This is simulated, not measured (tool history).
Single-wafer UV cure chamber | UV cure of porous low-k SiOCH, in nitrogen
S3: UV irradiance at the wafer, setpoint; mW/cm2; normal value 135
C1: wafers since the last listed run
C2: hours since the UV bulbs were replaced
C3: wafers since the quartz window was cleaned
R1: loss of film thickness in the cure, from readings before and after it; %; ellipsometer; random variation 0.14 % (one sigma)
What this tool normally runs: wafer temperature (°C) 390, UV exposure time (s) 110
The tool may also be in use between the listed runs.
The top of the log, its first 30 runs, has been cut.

Run 31, hour 2517.2: usual settings but wafer temperature (°C) 370, UV exposure time (s) 65; C1 818; C2 342.6; C3 5175. Result: R1 7.741 %.
Run 32, hour 2585.0: usual settings but UV exposure time (s) 85, S3 153 mW/cm2; C1 624; C2 410.4; C3 5800. Result: R1 9.904 %.
At hour 2615.7: quartz window cleaned.
Run 33, hour 2639.5: usual settings but wafer temperature (°C) 379, UV exposure time (s) 170; C1 428; C2 464.9; C3 219. Result: R1 13.403 %.
Run 34, hour 2733.1: usual settings but UV exposure time (s) 130; C1 861; C2 558.5; C3 1081. Result: R1 12.192 %.
Run 35, hour 2847.7: usual settings but wafer temperature (°C) 377, S3 121 mW/cm2; C1 1054; C2 673.1; C3 2136. Result: R1 10.507 %.
Run 36, hour 2912.0: usual settings but wafer temperature (°C) 383, UV exposure time (s) 130, S3 114 mW/cm2; C1 591; C2 737.4; C3 2727. Result: R1 11.032 %.
Run 37, hour 2952.8: usual settings but S3 115 mW/cm2; C1 375; C2 778.2; C3 3103. Result: R1 10.329 %.
Run 38, hour 3029.0: usual settings but wafer temperature (°C) 377, UV exposure time (s) 170, S3 171 mW/cm2; C1 701; C2 854.4; C3 3804. Result: R1 14.104 %.

Each row is a separate what-if for the run after 38, all from the same tool condition, not one after another. Results?
Run A, hour 3029.5: usual settings but UV exposure time (s) 140; C1 4; C2 854.9; C3 3809. Result: R1 ?.
Run B, hour 3029.5: usual settings but UV exposure time (s) 160; C1 4; C2 854.9; C3 3809. Result: R1 ?.
Run C, hour 3029.5: usual settings but wafer temperature (°C) 374, UV exposure time (s) 70, S3 151 mW/cm2; C1 4; C2 854.9; C3 3809. Result: R1 ?.

run      R1
  A  12.185
  B  12.848
  C   9.069
Without the tool's hidden state the same runs would have given:
run      R1
  A  12.469
  B  13.135
  C   9.340
